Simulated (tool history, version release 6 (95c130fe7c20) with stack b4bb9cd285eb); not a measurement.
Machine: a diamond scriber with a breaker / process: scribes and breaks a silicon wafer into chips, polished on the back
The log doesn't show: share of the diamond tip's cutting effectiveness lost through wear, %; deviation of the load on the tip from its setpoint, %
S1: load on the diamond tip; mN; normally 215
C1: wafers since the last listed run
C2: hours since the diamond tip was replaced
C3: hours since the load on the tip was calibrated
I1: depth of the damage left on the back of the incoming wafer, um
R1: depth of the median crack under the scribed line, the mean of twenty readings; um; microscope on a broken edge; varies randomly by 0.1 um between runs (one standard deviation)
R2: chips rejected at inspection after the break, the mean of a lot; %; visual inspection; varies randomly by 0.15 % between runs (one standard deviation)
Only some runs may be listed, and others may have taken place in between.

run 1 hour=0 | S1=215 | C1=0 C2=429.2 C3=119.8 | I1=0.03 | R1=9.94 R2=2.64
run 2 hour=32.1 | S1=215 | C1=136 C2=461.3 C3=151.9 | I1=0.03 | R1=10.06 R2=2.45
run 3 hour=234.1 | S1=215 | C1=860 C2=663.3 C3=353.9 | I1=0.04 | R1=9.97 R2=2.74
run 4 hour=299.3 | S1=215 | C1=277 C2=728.5 C3=419.1 | I1=0.03 | R1=10.01 R2=2.38
-- hour=364.2 diamond tip replaced by a new one
run 5 hour=366.2 | S1=215 | C1=276 C2=2 C3=486 | I1=0.02 | R1=11.47 R2=1.95
run 6 hour=414.5 | S1=215 | C1=205 C2=50.3 C3=534.3 | I1=0.01 | R1=11.26 R2=1.98
run 7 hour=472.6 | S1=215 | C1=247 C2=108.4 C3=592.4 | I1=0.02 | R1=11.07 R2=2.05
run 8 hour=497.1 | S1=215 | C1=104 C2=132.9 C3=616.9 | I1=0.04 | R1=10.95 R2=2.19
run 9 hour=537.4 | S1=215 | C1=171 C2=173.2 C3=657.2 | I1=0.05 | R1=10.89 R2=2.27
run 10 hour=581.3 | S1=250 | C1=186 C2=217.1 C3=701.1 | I1=0.02 | R1=11.86 R2=2.14
run 11 hour=639.5 | S1=247 | C1=247 C2=275.3 C3=759.3 | I1=0.03 | R1=11.47 R2=2.36
run 12 hour=678.5 | S1=247 | C1=166 C2=314.3 C3=798.3 | I1=0.03 | R1=11.62 R2=2.45
run 13 hour=750.5 | S1=247 | C1=306 C2=386.3 C3=870.3 | I1=0.02 | R1=11.66 R2=2.48
run 14 hour=784.6 | S1=215 | C1=145 C2=420.4 C3=904.4 | I1=0.01 | R1=10.7 R2=2.01
run 15 hour=810.2 | S1=180 | C1=109 C2=446 C3=930 | I1=0.04 | R1=9.71 R2=3.9
run 16 hour=844.1 | S1=189 | C1=144 C2=479.9 C3=963.9 | I1=0.04 | R1=9.74 R2=2.94
run 17 hour=915.1 | S1=188 | C1=302 C2=550.9 C3=1034.9 | I1=0.02 | R1=9.76 R2=3.02
-- hour=949.4 load on the tip recalibrated
run 18 hour=974.4 | S1=268 | C1=244 C2=610.2 C3=25 | I1=0.03 | R1=11.44 R2=2.22
run 19 hour=1041.5 | S1=163 | C1=285 C2=677.3 C3=92.1 | I1=0.05 | R1=8.26 R2=8.62
-- hour=1056.1 diamond tip replaced by a new one
run 20 hour=1092.5 | S1=265 | C1=208 C2=36.4 C3=143.1 | I1=0.01 | R1=12.36 R2=3.3
run 21 hour=1119.7 | S1=215 | C1=115 C2=63.6 C3=170.3 | I1=0.04 | R1=10.83 R2=1.98
run 22 hour=1156.2 | S1=164 | C1=155 C2=100.1 C3=206.8 | I1=0.02 | R1=9.06 R2=5.54
run 23 hour=1221.9 | S1=152 | C1=279 C2=165.8 C3=272.5 | I1=0.05 | R1=8.71 R2=6.95

Predict the results of run 24:
run 24 hour=1287 | S1=215 | C1=277 C2=230.9 C3=337.6 | I1=0.05 | R1=? R2=?

{"run 24": {"R1": 10.41, "R2": 1.91}}
With no hidden state in the tool, this same run would have given R1 10.9 um, R2 1.75 %.

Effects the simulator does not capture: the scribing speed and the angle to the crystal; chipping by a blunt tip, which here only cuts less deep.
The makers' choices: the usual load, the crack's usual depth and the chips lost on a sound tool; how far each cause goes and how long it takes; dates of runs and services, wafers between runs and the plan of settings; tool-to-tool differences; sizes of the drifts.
